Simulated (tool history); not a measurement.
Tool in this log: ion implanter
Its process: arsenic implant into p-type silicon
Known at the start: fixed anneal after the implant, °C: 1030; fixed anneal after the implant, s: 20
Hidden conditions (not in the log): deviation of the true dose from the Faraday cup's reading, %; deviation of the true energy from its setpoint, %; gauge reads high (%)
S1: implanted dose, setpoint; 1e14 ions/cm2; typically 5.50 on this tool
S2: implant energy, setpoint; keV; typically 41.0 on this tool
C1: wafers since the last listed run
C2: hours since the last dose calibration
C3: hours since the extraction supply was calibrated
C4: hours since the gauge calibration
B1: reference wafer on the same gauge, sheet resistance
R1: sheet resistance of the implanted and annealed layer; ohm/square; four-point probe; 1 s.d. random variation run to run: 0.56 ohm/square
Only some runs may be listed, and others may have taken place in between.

run,hour,S1,S2,C1,C2,C3,C4,B1,R1
1,0.0,4.89,41.0,0,1294.0,2437.8,146.3,157.20,169.24
2,9.6,6.54,37.0,240,1303.6,2447.4,155.9,157.06,138.96
3,26.3,6.54,37.0,417,1320.3,2464.1,172.6,157.07,138.20
4,42.5,6.54,37.0,405,1336.5,2480.3,188.8,156.95,139.80
5,48.5,5.00,41.0,150,1342.5,2486.3,194.8,157.02,168.23
6,57.6,4.44,44.0,227,1351.6,2495.4,203.9,156.89,181.65
7,71.6,4.44,44.0,350,1365.6,2509.4,217.9,157.14,181.46
8,78.2,4.44,44.0,165,1372.2,2516.0,224.5,156.93,183.48
# hour 79.3: gauge calibrated
9,95.1,5.50,41.0,422,1389.1,2532.9,15.8,156.91,156.06
10,103.9,5.50,41.0,220,1397.9,2541.7,24.6,156.95,156.55
11,118.4,6.50,30.5,362,1412.4,2556.2,39.1,156.92,142.28
# hour 128.3: Faraday cup replaced and dose calibrated
# hour 136.1: extraction supply calibrated
12,136.6,4.65,49.0,61,8.3,0.5,57.3,156.99,172.25
13,142.5,6.29,33.0,147,14.2,6.4,63.2,157.07,145.10
14,160.2,4.38,30.0,442,31.9,24.1,80.9,157.11,193.89
15,169.7,4.77,45.0,237,41.4,33.6,90.4,156.91,171.01
16,178.4,4.99,45.0,217,50.1,42.3,99.1,157.00,165.68
17,195.1,5.50,41.0,417,66.8,59.0,115.8,157.00,156.23
18,207.3,6.91,27.5,305,79.0,71.2,128.0,157.08,139.20
19,214.9,6.53,46.0,190,86.6,78.8,135.6,157.05,135.14
20,225.0,5.50,41.0,252,96.7,88.9,145.7,157.07,156.72

For each entry between runs, how does the tool's hidden state at the last listed run before it compare with that at the first listed run after it?
Logged between run 8 and run 9: gauge calibrated (hour 79.3)
  no difference in the tool's unlogged condition between these two runs
Logged between run 11 and run 12: Faraday cup replaced and dose calibrated (hour 128.3); extraction supply calibrated (hour 136.1)
  no difference in the tool's unlogged condition between these two runs
